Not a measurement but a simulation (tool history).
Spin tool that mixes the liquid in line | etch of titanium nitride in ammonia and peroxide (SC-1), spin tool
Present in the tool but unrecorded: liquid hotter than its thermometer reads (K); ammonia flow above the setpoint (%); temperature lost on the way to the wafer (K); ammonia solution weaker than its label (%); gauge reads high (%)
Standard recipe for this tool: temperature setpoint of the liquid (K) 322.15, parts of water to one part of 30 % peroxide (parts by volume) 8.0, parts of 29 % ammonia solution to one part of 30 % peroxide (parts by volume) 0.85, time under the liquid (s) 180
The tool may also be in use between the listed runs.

run,day,temperature setpoint of the liquid (K),parts of water to one part of 30 % peroxide (parts by volume),parts of 29 % ammonia solution to one part of 30 % peroxide (parts by volume),time under the liquid (s),wafers since the last listed run,hours since the thermometer was replaced,hours since the ammonia flow meter was replaced,hours since the heated supply line was repaired,hours since the drum of ammonia solution was connected,hours since the gauge calibration,"read-back film thickness of the titanium nitride reference wafer, read on the same gauge (nm)",thickness taken off the titanium nitride on a monitor wafer (Å)
1,0.000,322.15,8.0,0.85,180,0,2274.1,817.8,163.7,290.7,1409.9,140.01,105.2
2,3.271,322.15,8.0,0.85,180,758,2352.6,896.3,242.2,369.2,1488.4,140.01,104.3
3,7.267,322.15,8.0,0.85,180,927,2448.5,992.2,338.1,465.1,1584.3,140.01,105.4
4,11.642,322.15,8.0,0.85,180,1015,2553.5,1097.2,443.1,570.1,1689.3,140.00,104.5
5,14.362,322.15,8.0,0.85,180,631,2618.8,1162.5,508.4,635.4,1754.6,140.00,105.6
6,18.592,322.15,8.0,0.85,180,981,2720.3,1264.0,609.9,736.9,1856.1,139.98,106.1
# day 21.675: thermometer replaced
# day 22.200: new drum of ammonia solution connected
7,22.542,322.15,8.0,0.70,180,897,20.8,1358.8,704.7,8.2,1950.9,140.00,101.3
8,26.854,322.15,8.0,0.70,180,1000,124.3,1462.3,808.2,111.7,2054.4,139.99,102.9
9,31.325,322.15,10.0,0.85,180,1037,231.6,1569.6,915.5,219.0,2161.7,140.00,92.7
10,35.392,322.15,8.0,0.65,180,943,329.2,1667.2,1013.1,316.6,2259.3,140.01,101.0
# day 43.225: gauge calibrated
# day 47.000: heated supply line repaired
11,48.367,322.15,8.0,0.85,180,3001,640.6,1978.6,32.8,628.0,123.4,140.01,105.7
12,51.933,322.15,9.5,0.85,275,827,726.2,2064.2,118.4,713.6,209.0,140.00,147.4
13,53.904,313.15,6.5,0.75,180,457,773.5,2111.5,165.7,760.9,256.3,140.01,59.7
14,56.054,322.15,8.0,0.85,180,498,825.1,2163.1,217.3,812.5,307.9,140.00,104.5
15,57.612,322.15,5.0,0.65,180,361,862.5,2200.5,254.7,849.9,345.3,140.00,126.5
# day 60.700: new drum of ammonia solution connected
16,63.588,322.15,8.0,0.70,90,1376,1005.9,2343.9,398.1,69.3,488.7,140.00,50.5
# day 64.383: ammonia flow meter replaced
17,67.133,318.15,5.0,0.45,180,813,1091.0,66.0,483.2,154.4,573.8,140.00,88.6
18,69.667,325.15,8.0,0.45,180,587,1151.8,126.8,544.0,215.2,634.6,139.99,117.3
19,74.121,322.15,8.0,1.15,280,1033,1258.7,233.7,650.9,322.1,741.5,140.00,169.7
20,77.433,322.15,8.0,1.05,180,768,1338.2,313.2,730.4,401.6,821.0,139.99,107.7
21,81.158,328.15,8.0,0.85,180,864,1427.6,402.6,819.8,491.0,910.4,139.98,157.9
22,84.962,315.15,8.0,1.15,180,882,1518.9,493.9,911.1,582.3,1001.7,140.02,66.1
23,88.783,322.15,8.0,1.15,245,886,1610.6,585.6,1002.8,674.0,1093.4,139.99,148.7
24,91.096,322.15,6.5,0.85,75,536,1666.1,641.1,1058.3,729.5,1148.9,140.00,48.5
# day 91.817: heated supply line repaired
# day 92.046: new drum of ammonia solution connected
25,94.958,322.15,8.0,0.85,180,876,1758.8,733.8,75.4,69.9,1241.6,140.00,105.0

Hidden state, per run?
liquid hotter than its thermometer reads (K): 0 at every run
ammonia flow above the setpoint (%): 0 at every run
temperature lost on the way to the wafer (K): 0 at every run
ammonia solution weaker than its label (%): 0 at every run
gauge reads high (%): 0 at every run
